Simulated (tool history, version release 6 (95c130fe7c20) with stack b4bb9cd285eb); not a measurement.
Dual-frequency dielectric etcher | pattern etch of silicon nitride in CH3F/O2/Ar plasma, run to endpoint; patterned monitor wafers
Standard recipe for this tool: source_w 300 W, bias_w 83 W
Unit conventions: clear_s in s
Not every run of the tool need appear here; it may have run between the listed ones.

run,day,source_w,bias_w,wafers since the last listed run,hours since the last wet clean,hours since the last source power generator calibration,hours since the last bias power generator calibration,hours since the last upper electrode change,"incoming incoming film thickness, nm",clear_s
1,0,300,83,0,146,2222.4,3885.2,4329.9,36.88,53.2
2,0.862,300,83,374,166.7,2243.1,3905.9,4350.6,36.96,53.5
3,2.112,300,83,542,196.7,2273.1,3935.9,4380.6,36.91,53.5
4,3.092,300,83,424,220.2,2296.6,3959.4,4404.1,36.68,53.5
5,4.529,300,83,623,254.7,2331.1,3993.9,4438.6,36.85,53.7
6,5.525,300,78,431,278.6,2355,4017.8,4462.5,36.98,55.3
7,6.046,300,78,225,291.1,2367.5,4030.3,4475,37.27,55.7
# day 8.408: source power generator calibrated
# day 8.538: upper electrode replaced
8,8.804,300,83,1067,357.3,9.5,4096.5,6.4,36.95,54.5
9,9.325,300,83,225,369.8,22,4109,18.9,36.72,54.3
# day 10.338: wet clean of the chamber
# day 10.338: bias power generator calibrated
10,10.358,280,103,14,0.5,46.8,0.5,43.7,36.85,49.9
11,10.817,230,102,198,11.5,57.8,11.5,54.7,36.93,55.5
12,13.812,300,83,1299,83.4,129.7,83.4,126.6,37.24,53.1
13,14.792,300,83,424,106.9,153.2,106.9,150.1,37.28,53.8
14,15.417,330,89,271,121.9,168.2,121.9,165.1,37.25,50.3
15,18.042,230,97,1138,184.9,231.2,184.9,228.1,37.15,57.6
16,19.05,250,83,437,209.1,255.4,209.1,252.3,37.25,58.9
17,19.746,240,83,301,225.8,272.1,225.8,269,36.91,59.5
18,20.508,240,91,330,244.1,290.4,244.1,287.3,37.08,58

Here are 3 independent what-if runs from the current tool condition. What would each one return?
A,20.525,300,83,7,244.5,290.8,244.5,287.7,36.91,?
B,20.525,360,66,7,244.5,290.8,244.5,287.7,36.91,?
C,20.525,270,68,7,244.5,290.8,244.5,287.7,36.91,?

run,clear_s
A,54
B,53.8
C,60.7
Without the tool's hidden state the same runs would have given:
run,clear_s
A,52.5
B,52.2
C,59
